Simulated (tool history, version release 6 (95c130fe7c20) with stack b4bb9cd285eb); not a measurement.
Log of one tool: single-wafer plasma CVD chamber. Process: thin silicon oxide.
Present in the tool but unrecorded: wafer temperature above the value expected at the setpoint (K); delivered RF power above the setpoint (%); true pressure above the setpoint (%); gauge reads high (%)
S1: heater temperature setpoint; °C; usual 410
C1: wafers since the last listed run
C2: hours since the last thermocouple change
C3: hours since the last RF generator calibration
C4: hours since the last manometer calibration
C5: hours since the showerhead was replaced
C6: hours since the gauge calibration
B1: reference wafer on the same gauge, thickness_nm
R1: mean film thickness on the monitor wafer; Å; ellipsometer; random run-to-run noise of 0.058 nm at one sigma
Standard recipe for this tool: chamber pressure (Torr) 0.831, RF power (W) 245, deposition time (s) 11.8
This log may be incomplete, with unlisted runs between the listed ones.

{"run": 1, "day": 0.0, "S1": 410, "chamber pressure (Torr)": 0.831, "RF power (W)": 245, "deposition time (s)": 11.8, "C1": 0, "C2": 1452.3, "C3": 787.9, "C4": 1088.4, "C5": 6876.7, "C6": 210.3, "B1": 18.303, "R1": 181.68}
{"run": 2, "day": 0.646, "S1": 410, "chamber pressure (Torr)": 0.831, "RF power (W)": 245, "deposition time (s)": 11.8, "C1": 364, "C2": 1467.8, "C3": 803.4, "C4": 1103.9, "C5": 6892.2, "C6": 225.8, "B1": 18.299, "R1": 181.64}
{"day": 1.221, "done": "thermocouple changed; heater temperature recalibrated"}
{"run": 3, "day": 1.242, "S1": 410, "chamber pressure (Torr)": 0.831, "RF power (W)": 245, "deposition time (s)": 11.8, "C1": 148, "C2": 0.5, "C3": 817.7, "C4": 1118.2, "C5": 6906.5, "C6": 240.1, "B1": 18.297, "R1": 182.38}
{"run": 4, "day": 1.496, "S1": 410, "chamber pressure (Torr)": 0.831, "RF power (W)": 245, "deposition time (s)": 11.8, "C1": 143, "C2": 6.6, "C3": 823.8, "C4": 1124.3, "C5": 6912.6, "C6": 246.2, "B1": 18.31, "R1": 182.02}
{"run": 5, "day": 1.829, "S1": 410, "chamber pressure (Torr)": 0.831, "RF power (W)": 245, "deposition time (s)": 11.8, "C1": 188, "C2": 14.6, "C3": 831.8, "C4": 1132.3, "C5": 6920.6, "C6": 254.2, "B1": 18.308, "R1": 181.46}
{"run": 6, "day": 2.092, "S1": 410, "chamber pressure (Torr)": 0.831, "RF power (W)": 245, "deposition time (s)": 12.8, "C1": 148, "C2": 20.9, "C3": 838.1, "C4": 1138.6, "C5": 6926.9, "C6": 260.5, "B1": 18.311, "R1": 196.45}
{"run": 7, "day": 2.779, "S1": 410, "chamber pressure (Torr)": 0.831, "RF power (W)": 245, "deposition time (s)": 11.8, "C1": 387, "C2": 37.4, "C3": 854.6, "C4": 1155.1, "C5": 6943.4, "C6": 277, "B1": 18.296, "R1": 181.75}
{"run": 8, "day": 3.425, "S1": 410, "chamber pressure (Torr)": 0.831, "RF power (W)": 245, "deposition time (s)": 11.8, "C1": 364, "C2": 52.9, "C3": 870.1, "C4": 1170.6, "C5": 6958.9, "C6": 292.5, "B1": 18.304, "R1": 181.44}
{"run": 9, "day": 3.983, "S1": 410, "chamber pressure (Torr)": 0.831, "RF power (W)": 245, "deposition time (s)": 11.8, "C1": 314, "C2": 66.3, "C3": 883.5, "C4": 1184, "C5": 6972.3, "C6": 305.9, "B1": 18.296, "R1": 182.72}
{"run": 10, "day": 5.167, "S1": 420, "chamber pressure (Torr)": 0.831, "RF power (W)": 245, "deposition time (s)": 11.8, "C1": 667, "C2": 94.7, "C3": 911.9, "C4": 1212.4, "C5": 7000.7, "C6": 334.3, "B1": 18.304, "R1": 180.8}
{"day": 5.529, "done": "RF generator calibrated"}
{"run": 11, "day": 5.667, "S1": 406, "chamber pressure (Torr)": 0.831, "RF power (W)": 290, "deposition time (s)": 10.6, "C1": 94, "C2": 106.7, "C3": 3.3, "C4": 1224.4, "C5": 7012.7, "C6": 346.3, "B1": 18.292, "R1": 172.4}
{"day": 6.308, "done": "capacitance manometer re-zeroed and calibrated"}
{"run": 12, "day": 6.329, "S1": 421, "chamber pressure (Torr)": 0.831, "RF power (W)": 245, "deposition time (s)": 10.8, "C1": 185, "C2": 122.6, "C3": 19.2, "C4": 0.5, "C5": 7028.6, "C6": 362.2, "B1": 18.308, "R1": 165.83}
{"run": 13, "day": 6.542, "S1": 410, "chamber pressure (Torr)": 0.831, "RF power (W)": 245, "deposition time (s)": 11.8, "C1": 119, "C2": 127.7, "C3": 24.3, "C4": 5.6, "C5": 7033.7, "C6": 367.3, "B1": 18.296, "R1": 182.22}
{"run": 14, "day": 7.029, "S1": 410, "chamber pressure (Torr)": 0.831, "RF power (W)": 245, "deposition time (s)": 11.8, "C1": 274, "C2": 139.4, "C3": 36, "C4": 17.3, "C5": 7045.4, "C6": 379, "B1": 18.305, "R1": 182.01}
{"run": 15, "day": 7.333, "S1": 410, "chamber pressure (Torr)": 0.712, "RF power (W)": 275, "deposition time (s)": 11.8, "C1": 171, "C2": 146.7, "C3": 43.3, "C4": 24.6, "C5": 7052.7, "C6": 386.3, "B1": 18.308, "R1": 160.94}
{"run": 16, "day": 7.612, "S1": 410, "chamber pressure (Torr)": 0.831, "RF power (W)": 245, "deposition time (s)": 11.8, "C1": 157, "C2": 153.4, "C3": 50, "C4": 31.3, "C5": 7059.4, "C6": 393, "B1": 18.314, "R1": 181.93}
{"day": 8.146, "done": "gauge calibrated"}
{"run": 17, "day": 8.2, "S1": 417, "chamber pressure (Torr)": 0.831, "RF power (W)": 290, "deposition time (s)": 9.8, "C1": 331, "C2": 167.5, "C3": 64.1, "C4": 45.4, "C5": 7073.5, "C6": 1.3, "B1": 18.304, "R1": 158.25}
{"day": 9.196, "done": "showerhead replaced"}
{"run": 18, "day": 9.217, "S1": 398, "chamber pressure (Torr)": 0.77, "RF power (W)": 265, "deposition time (s)": 11.8, "C1": 385, "C2": 191.9, "C3": 88.5, "C4": 69.8, "C5": 0.5, "C6": 25.7, "B1": 18.306, "R1": 175.32}
{"run": 19, "day": 9.633, "S1": 410, "chamber pressure (Torr)": 0.831, "RF power (W)": 280, "deposition time (s)": 11.8, "C1": 235, "C2": 201.9, "C3": 98.5, "C4": 79.8, "C5": 10.5, "C6": 35.7, "B1": 18.297, "R1": 188.75}
{"run": 20, "day": 10.321, "S1": 410, "chamber pressure (Torr)": 0.831, "RF power (W)": 285, "deposition time (s)": 11.8, "C1": 387, "C2": 218.4, "C3": 115, "C4": 96.3, "C5": 27, "C6": 52.2, "B1": 18.303, "R1": 189.29}
{"run": 21, "day": 10.983, "S1": 410, "chamber pressure (Torr)": 0.658, "RF power (W)": 245, "deposition time (s)": 10.7, "C1": 373, "C2": 234.3, "C3": 130.9, "C4": 112.2, "C5": 42.9, "C6": 68.1, "B1": 18.3, "R1": 130.32}
{"run": 22, "day": 11.671, "S1": 396, "chamber pressure (Torr)": 0.831, "RF power (W)": 245, "deposition time (s)": 12.5, "C1": 387, "C2": 250.8, "C3": 147.4, "C4": 128.7, "C5": 59.4, "C6": 84.6, "B1": 18.291, "R1": 194.63}
{"run": 23, "day": 12.158, "S1": 410, "chamber pressure (Torr)": 0.831, "RF power (W)": 245, "deposition time (s)": 11.8, "C1": 274, "C2": 262.5, "C3": 159.1, "C4": 140.4, "C5": 71.1, "C6": 96.3, "B1": 18.303, "R1": 181.73}
{"run": 24, "day": 12.538, "S1": 410, "chamber pressure (Torr)": 0.831, "RF power (W)": 290, "deposition time (s)": 11.8, "C1": 213, "C2": 271.6, "C3": 168.2, "C4": 149.5, "C5": 80.2, "C6": 105.4, "B1": 18.295, "R1": 191.13}
{"run": 25, "day": 12.925, "S1": 405, "chamber pressure (Torr)": 0.831, "RF power (W)": 245, "deposition time (s)": 12.4, "C1": 218, "C2": 280.9, "C3": 177.5, "C4": 158.8, "C5": 89.5, "C6": 114.7, "B1": 18.312, "R1": 192.05}
{"run": 26, "day": 13.283, "S1": 410, "chamber pressure (Torr)": 0.831, "RF power (W)": 245, "deposition time (s)": 11.8, "C1": 202, "C2": 289.5, "C3": 186.1, "C4": 167.4, "C5": 98.1, "C6": 123.3, "B1": 18.307, "R1": 182.1}
{"run": 27, "day": 13.75, "S1": 410, "chamber pressure (Torr)": 0.831, "RF power (W)": 290, "deposition time (s)": 10.1, "C1": 263, "C2": 300.7, "C3": 197.3, "C4": 178.6, "C5": 109.3, "C6": 134.5, "B1": 18.3, "R1": 163.2}
{"run": 28, "day": 14.067, "S1": 410, "chamber pressure (Torr)": 0.658, "RF power (W)": 245, "deposition time (s)": 11.8, "C1": 178, "C2": 308.3, "C3": 204.9, "C4": 186.2, "C5": 116.9, "C6": 142.1, "B1": 18.302, "R1": 145.31}

5 ways to go on from here, each from the tool as it stands after run 28. What would each give?
{"run": "A", "day": 14.083, "S1": 410, "chamber pressure (Torr)": 0.831, "RF power (W)": 245, "deposition time (s)": 11.8, "C1": 9, "C2": 308.7, "C3": 205.3, "C4": 186.6, "C5": 117.3, "C6": 142.5, "B1": "?", "R1": "?"}
{"run": "B", "day": 14.083, "S1": 410, "chamber pressure (Torr)": 0.831, "RF power (W)": 245, "deposition time (s)": 9.6, "C1": 9, "C2": 308.7, "C3": 205.3, "C4": 186.6, "C5": 117.3, "C6": 142.5, "B1": "?", "R1": "?"}
{"run": "C", "day": 14.083, "S1": 410, "chamber pressure (Torr)": 0.636, "RF power (W)": 245, "deposition time (s)": 11.8, "C1": 9, "C2": 308.7, "C3": 205.3, "C4": 186.6, "C5": 117.3, "C6": 142.5, "B1": "?", "R1": "?"}
{"run": "D", "day": 14.083, "S1": 410, "chamber pressure (Torr)": 0.704, "RF power (W)": 245, "deposition time (s)": 11.8, "C1": 9, "C2": 308.7, "C3": 205.3, "C4": 186.6, "C5": 117.3, "C6": 142.5, "B1": "?", "R1": "?"}
{"run": "E", "day": 14.083, "S1": 410, "chamber pressure (Torr)": 0.831, "RF power (W)": 245, "deposition time (s)": 11, "C1": 9, "C2": 308.7, "C3": 205.3, "C4": 186.6, "C5": 117.3, "C6": 142.5, "B1": "?", "R1": "?"}

run=A B1=18.304 R1=182.74
run=B B1=18.304 R1=148.75
run=C B1=18.304 R1=139.83
run=D B1=18.304 R1=155.61
run=E B1=18.304 R1=170.38
Had the tool no hidden state, the same runs would have come out as:
run=A R1=182.74
run=B R1=148.75
run=C R1=139.83
run=D R1=155.61
run=E R1=170.38
